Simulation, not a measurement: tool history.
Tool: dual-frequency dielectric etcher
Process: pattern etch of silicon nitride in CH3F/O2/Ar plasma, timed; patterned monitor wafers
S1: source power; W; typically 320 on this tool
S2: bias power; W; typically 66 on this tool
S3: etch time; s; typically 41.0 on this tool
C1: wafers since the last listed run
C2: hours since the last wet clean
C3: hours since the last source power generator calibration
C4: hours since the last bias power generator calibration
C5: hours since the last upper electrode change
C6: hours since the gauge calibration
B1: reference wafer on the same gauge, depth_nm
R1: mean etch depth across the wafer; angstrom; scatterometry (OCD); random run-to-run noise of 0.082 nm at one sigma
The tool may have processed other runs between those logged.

run   hour   S1  S2    S3    C1     C2      C3      C4      C5      C6     B1     R1
  1    0.0  320  66  41.0     0    0.5  1557.2  3772.7  2825.8  1046.7  23.21  268.6
  2   71.0  320  66  41.0  1178   71.5  1628.2  3843.7  2896.8  1117.7  23.20  269.0
      77.2  -- gauge calibrated
  3   93.6  320  66  41.0   375   94.1  1650.8  3866.3  2919.4    16.4  23.21  269.1
     100.7  -- source power generator calibrated
  4  116.6  320  66  41.0   315  117.1    15.9  3889.3  2942.4    39.4  23.20  269.0
  5  129.1  320  66  41.0   207  129.6    28.4  3901.8  2954.9    51.9  23.20  269.5
     168.3  -- upper electrode replaced
  6  168.8  320  71  33.0   260  169.3    68.1  3941.5     0.5    91.6  23.20  219.9
  7  172.3  320  71  33.0    58  172.8    71.6  3945.0     4.0    95.1  23.21  219.2
  8  193.5  320  66  32.5   351  194.0    92.8  3966.2    25.2   116.3  23.20  212.4
  9  205.6  320  66  32.5   200  206.1   104.9  3978.3    37.3   128.4  23.20  212.2
     226.3  -- bias power generator calibrated
 10  238.9  320  66  41.0   486  239.4   138.2    12.6    70.6   161.7  23.20  268.1
 11  260.8  320  52  41.0   363  261.3   160.1    34.5    92.5   183.6  23.20  251.8
 12  284.7  320  66  41.0   396  285.2   184.0    58.4   116.4   207.5  23.21  265.5
 13  315.3  300  51  41.0   507  315.8   214.6    89.0   147.0   238.1  23.19  247.1
 14  334.1  380  66  30.5   311  334.6   233.4   107.8   165.8   256.9  23.19  204.7
 15  393.0  290  56  45.0   977  393.5   292.3   166.7   224.7   315.8  23.20  273.8
 16  411.8  370  71  41.0   311  412.3   311.1   185.5   243.5   334.6  23.20  278.9
 17  429.7  320  72  49.0   297  430.2   329.0   203.4   261.4   352.5  23.22  321.0
 18  462.4  320  58  31.5   542  462.9   361.7   236.1   294.1   385.2  23.21  195.5
     491.1  -- wet clean of the chamber
 19  495.7  320  78  53.5   154    4.6   395.0   269.4   327.4   418.5  23.20  368.3
 20  531.0  320  66  41.0   585   39.9   430.3   304.7   362.7   453.8  23.20  268.8
 21  561.7  320  66  41.0   509   70.6   461.0   335.4   393.4   484.5  23.20  270.1
 22  582.4  320  66  32.5   343   91.3   481.7   356.1   414.1   505.2  23.20  212.9
 23  604.4  320  66  41.0   365  113.3   503.7   378.1   436.1   527.2  23.22  269.4
 24  622.2  320  81  41.0   295  131.1   521.5   395.9   453.9   545.0  23.20  283.2
 25  665.4  250  51  29.5   716  174.3   564.7   439.1   497.1   588.2  23.21  172.4
 26  686.5  320  56  33.0   350  195.4   585.8   460.2   518.2   609.3  23.20  207.7
 27  717.9  320  66  41.0   521  226.8   617.2   491.6   549.6   640.7  23.21  266.1
 28  750.7  320  66  41.0   544  259.6   650.0   524.4   582.4   673.5  23.21  265.6
 29  785.1  320  66  41.0   570  294.0   684.4   558.8   616.8   707.9  23.21  266.6
 30  823.9  360  74  41.0   643  332.8   723.2   597.6   655.6   746.7  23.20  278.9

Alternative continuations, all from the tool just after run 30; predict every row:
  A  824.3  360  66  41.0   6  333.2  723.6  598.0  656.0  747.1   ?   ?
  B  824.3  290  66  32.0   6  333.2  723.6  598.0  656.0  747.1   ?   ?
  C  824.3  320  66  34.5   6  333.2  723.6  598.0  656.0  747.1   ?   ?
  D  824.3  380  61  41.0   6  333.2  723.6  598.0  656.0  747.1   ?   ?

run     B1     R1
  A  23.20  272.5
  B  23.20  203.0
  C  23.20  223.4
  D  23.20  270.7
Stripped of hidden state, with their random variation kept, the same runs would have yielded:
run     R1
  A  278.2
  B  207.3
  C  228.1
  D  276.4
